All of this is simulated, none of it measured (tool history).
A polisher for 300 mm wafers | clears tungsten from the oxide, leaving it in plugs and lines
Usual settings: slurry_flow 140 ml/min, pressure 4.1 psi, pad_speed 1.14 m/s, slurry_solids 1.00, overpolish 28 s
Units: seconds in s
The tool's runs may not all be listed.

| run | hour | slurry_flow | pressure | pad_speed | slurry_solids | overpolish | incoming thickness of the incoming film, nm | seconds |
|---|---|---|---|---|---|---|---|---|
| 1 | 0.0 | 140 | 4.1 | 1.14 | 0.80 | 28 | 543.1 | 88.2 |
|  | 17.4 | worn pad replaced by a new one |
| 2 | 29.7 | 140 | 4.1 | 1.14 | 0.80 | 28 | 553.2 | 88.6 |
| 3 | 69.2 | 140 | 4.1 | 1.14 | 0.80 | 28 | 546.1 | 86.6 |
|  | 96.1 | slurry tank refilled with fresh slurry and peroxide |
| 4 | 96.6 | 160 | 4.1 | 1.14 | 0.75 | 28 | 545.6 | 85.6 |
| 5 | 122.6 | 105 | 4.1 | 1.14 | 1.00 | 28 | 548.1 | 86.7 |
| 6 | 155.2 | 105 | 4.1 | 1.14 | 1.00 | 28 | 546.8 | 83.3 |
| 7 | 205.8 | 140 | 4.1 | 1.14 | 1.00 | 15 | 547.2 | 76.4 |
|  | 211.8 | slurry tank refilled with fresh slurry and peroxide |
|  | 216.8 | head pressure recalibrated |
|  | 220.4 | slurry blender recalibrated |
|  | 229.1 | worn pad replaced by a new one |
| 8 | 258.4 | 140 | 4.1 | 1.14 | 1.00 | 28 | 545.8 | 87.3 |
|  | 274.9 | slurry nozzle cleaned |
| 9 | 290.9 | 140 | 4.1 | 1.14 | 0.80 | 28 | 546.8 | 92.0 |
|  | 343.1 | slurry tank refilled with fresh slurry and peroxide |
| 10 | 362.5 | 170 | 4.1 | 1.14 | 1.00 | 23 | 546.0 | 83.0 |

Run 11 comes next. What will it give?
| 11 | 420.9 | 180 | 4.1 | 1.40 | 0.80 | 13 | 543.7 | ? |

{"run 11": {"seconds": 69.8}}
Without the tool's hidden state the same run would have given seconds 71.6 s.
